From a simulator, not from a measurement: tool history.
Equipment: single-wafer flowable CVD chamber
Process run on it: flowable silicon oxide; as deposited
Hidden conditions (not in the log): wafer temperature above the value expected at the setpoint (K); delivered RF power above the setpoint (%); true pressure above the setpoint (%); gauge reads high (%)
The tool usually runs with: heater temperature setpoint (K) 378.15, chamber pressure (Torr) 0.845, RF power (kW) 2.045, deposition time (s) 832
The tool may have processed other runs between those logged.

run,hour,heater temperature setpoint (K),chamber pressure (Torr),RF power (kW),deposition time (s),wafers since the last listed run,hours since the last thermocouple change,hours since the last RF generator calibration,hours since the last manometer calibration,hours since the showerhead was replaced,hours since the gauge calibration,"read-back reference wafer on the same gauge, thickness_nm",mean film thickness on the monitor wafer (angstrom)
1,0.0,378.15,0.845,2.045,726,0,1452.5,2554.9,2425.8,8247.0,79.7,543.993,4985.09
2,6.6,378.15,0.845,2.045,726,21,1459.1,2561.5,2432.4,8253.6,86.3,543.894,4999.61
3,17.4,378.15,0.958,2.045,832,34,1469.9,2572.3,2443.2,8264.4,97.1,544.341,6488.01
4,26.3,378.15,0.845,2.045,832,28,1478.8,2581.2,2452.1,8273.3,106.0,543.585,5758.03
5,36.3,378.15,0.845,2.045,832,32,1488.8,2591.2,2462.1,8283.3,116.0,543.755,5766.69
6,44.9,378.15,0.845,2.045,832,27,1497.4,2599.8,2470.7,8291.9,124.6,544.280,5764.63
7,56.4,378.15,0.845,2.045,832,36,1508.9,2611.3,2482.2,8303.4,136.1,544.113,5799.99
# hour 68.3: gauge calibrated
8,68.7,378.15,0.845,2.045,832,39,1521.2,2623.6,2494.5,8315.7,0.4,544.480,5804.17
# hour 77.9: RF generator calibrated
9,78.4,378.15,1.014,2.045,832,5,1530.9,0.5,2504.2,8325.4,10.1,544.216,6907.50
# hour 95.1: capacitance manometer re-zeroed and calibrated
10,99.9,363.15,0.931,2.200,773,43,1552.4,22.0,4.8,8346.9,31.6,544.183,9285.14
11,110.3,372.15,0.845,1.820,941,33,1562.8,32.4,15.2,8357.3,42.0,543.459,7561.62
# hour 142.3: thermocouple changed; heater temperature recalibrated
12,145.6,378.15,1.029,2.045,974,87,3.3,67.7,50.5,8392.6,77.3,544.648,6684.26
# hour 158.9: showerhead replaced
13,159.4,378.15,0.845,2.045,832,18,17.1,81.5,64.3,0.5,91.1,543.841,4736.19
14,163.8,390.15,0.845,2.045,832,14,21.5,85.9,68.7,4.9,95.5,543.757,3389.71
15,175.1,373.15,0.845,2.330,832,36,32.8,97.2,80.0,16.2,106.8,544.013,5635.67
16,189.2,378.15,0.845,2.045,832,45,46.9,111.3,94.1,30.3,120.9,544.648,4740.16
17,200.5,378.15,0.845,2.045,832,36,58.2,122.6,105.4,41.6,132.2,543.974,4717.10
18,215.5,385.15,0.917,2.235,723,48,73.2,137.6,120.4,56.6,147.2,543.947,3717.65

The logged runs with the hidden state left out (each run's random variation unchanged):
run,mean film thickness on the monitor wafer (angstrom)
1,4177.36
2,4183.63
3,5416.56
4,4797.90
5,4794.68
6,4783.95
7,4801.11
8,4791.46
9,5689.90
10,7736.14
11,6209.07
12,6768.99
13,4796.13
14,3429.23
15,5708.35
16,4799.46
17,4775.68
18,3760.69
